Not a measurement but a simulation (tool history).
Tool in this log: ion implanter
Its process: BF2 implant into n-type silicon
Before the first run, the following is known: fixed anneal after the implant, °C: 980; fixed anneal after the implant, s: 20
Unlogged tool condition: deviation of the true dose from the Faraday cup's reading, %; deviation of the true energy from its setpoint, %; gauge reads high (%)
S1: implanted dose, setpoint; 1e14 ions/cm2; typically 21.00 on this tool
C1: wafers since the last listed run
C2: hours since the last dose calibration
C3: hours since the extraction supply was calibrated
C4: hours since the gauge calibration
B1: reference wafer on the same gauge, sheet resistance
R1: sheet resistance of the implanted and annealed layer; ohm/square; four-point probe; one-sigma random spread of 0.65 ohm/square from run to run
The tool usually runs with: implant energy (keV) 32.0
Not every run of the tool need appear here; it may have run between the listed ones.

run 1 day=0.000 | S1=21.00 implant_energy_(keV)=32.0 | C1=0 C2=1258.1 C3=4031.3 C4=2610.6 | B1=128.36 | R1=149.77
run 2 day=4.075 | S1=21.00 implant_energy_(keV)=32.0 | C1=1735 C2=1355.9 C3=4129.1 C4=2708.4 | B1=128.36 | R1=150.27
run 3 day=7.904 | S1=25.80 implant_energy_(keV)=32.0 | C1=1630 C2=1447.8 C3=4221.0 C4=2800.3 | B1=128.42 | R1=145.75
run 4 day=12.083 | S1=25.80 implant_energy_(keV)=32.0 | C1=1779 C2=1548.1 C3=4321.3 C4=2900.6 | B1=128.51 | R1=146.05
run 5 day=13.612 | S1=21.00 implant_energy_(keV)=32.0 | C1=651 C2=1584.8 C3=4358.0 C4=2937.3 | B1=128.68 | R1=149.20
run 6 day=15.675 | S1=21.00 implant_energy_(keV)=32.0 | C1=878 C2=1634.3 C3=4407.5 C4=2986.8 | B1=128.45 | R1=149.07
run 7 day=21.454 | S1=21.00 implant_energy_(keV)=32.0 | C1=2460 C2=1773.0 C3=4546.2 C4=3125.5 | B1=128.64 | R1=149.35
run 8 day=25.042 | S1=24.95 implant_energy_(keV)=32.0 | C1=1527 C2=1859.1 C3=4632.3 C4=3211.6 | B1=128.85 | R1=146.38
run 9 day=27.921 | S1=24.95 implant_energy_(keV)=32.0 | C1=1226 C2=1928.2 C3=4701.4 C4=3280.7 | B1=128.83 | R1=145.83
-- day=31.338 Faraday cup replaced and dose calibrated
run 10 day=32.412 | S1=24.95 implant_energy_(keV)=32.0 | C1=1770 C2=25.8 C3=4809.2 C4=3388.5 | B1=128.87 | R1=145.57
run 11 day=34.092 | S1=24.24 implant_energy_(keV)=39.0 | C1=715 C2=66.1 C3=4849.5 C4=3428.8 | B1=128.81 | R1=131.73
run 12 day=37.062 | S1=24.24 implant_energy_(keV)=39.0 | C1=1265 C2=137.4 C3=4920.8 C4=3500.1 | B1=128.89 | R1=130.76
run 13 day=40.188 | S1=24.24 implant_energy_(keV)=39.0 | C1=1330 C2=212.4 C3=4995.8 C4=3575.1 | B1=129.03 | R1=131.85
-- day=41.367 extraction supply calibrated
run 14 day=43.283 | S1=22.41 implant_energy_(keV)=32.0 | C1=1176 C2=286.7 C3=46.0 C4=3649.4 | B1=128.72 | R1=149.00
run 15 day=47.500 | S1=22.41 implant_energy_(keV)=32.0 | C1=1795 C2=387.9 C3=147.2 C4=3750.6 | B1=128.79 | R1=148.72
run 16 day=49.333 | S1=22.41 implant_energy_(keV)=32.0 | C1=780 C2=431.9 C3=191.2 C4=3794.6 | B1=128.88 | R1=148.91
run 17 day=52.717 | S1=21.00 implant_energy_(keV)=32.0 | C1=1440 C2=513.1 C3=272.4 C4=3875.8 | B1=128.96 | R1=149.48
run 18 day=57.146 | S1=21.00 implant_energy_(keV)=36.5 | C1=1886 C2=619.4 C3=378.7 C4=3982.1 | B1=128.97 | R1=137.93
run 19 day=61.221 | S1=17.32 implant_energy_(keV)=28.5 | C1=1735 C2=717.2 C3=476.5 C4=4079.9 | B1=129.05 | R1=162.67
-- day=64.846 gauge calibrated
run 20 day=64.996 | S1=18.73 implant_energy_(keV)=32.0 | C1=1607 C2=807.8 C3=567.1 C4=3.6 | B1=123.53 | R1=144.98
run 21 day=68.217 | S1=24.80 implant_energy_(keV)=35.0 | C1=1371 C2=885.1 C3=644.4 C4=80.9 | B1=123.86 | R1=134.64
run 22 day=72.004 | S1=21.00 implant_energy_(keV)=28.5 | C1=1612 C2=976.0 C3=735.3 C4=171.8 | B1=124.16 | R1=152.54
run 23 day=74.883 | S1=25.90 implant_energy_(keV)=37.0 | C1=1226 C2=1045.1 C3=804.4 C4=240.9 | B1=124.71 | R1=129.60
run 24 day=78.208 | S1=21.00 implant_energy_(keV)=32.0 | C1=1415 C2=1124.9 C3=884.2 C4=320.7 | B1=124.87 | R1=144.83
run 25 day=81.575 | S1=21.00 implant_energy_(keV)=32.0 | C1=1433 C2=1205.7 C3=965.0 C4=401.5 | B1=125.09 | R1=144.90
run 26 day=83.292 | S1=22.74 implant_energy_(keV)=32.0 | C1=731 C2=1246.9 C3=1006.2 C4=442.7 | B1=125.25 | R1=143.95
run 27 day=86.450 | S1=21.00 implant_energy_(keV)=32.0 | C1=1344 C2=1322.7 C3=1082.0 C4=518.5 | B1=125.62 | R1=146.19
run 28 day=89.321 | S1=25.60 implant_energy_(keV)=38.0 | C1=1222 C2=1391.6 C3=1150.9 C4=587.4 | B1=125.94 | R1=129.19

What will run 29 give?
run 29 day=93.225 | S1=21.00 implant_energy_(keV)=32.0 | C1=1662 C2=1485.3 C3=1244.6 C4=681.1 | B1=? | R1=?

B1: 125.92
R1: 144.72 ohm/square
Had the tool carried no hidden state, the very same run would have given R1 142.44 ohm/square.
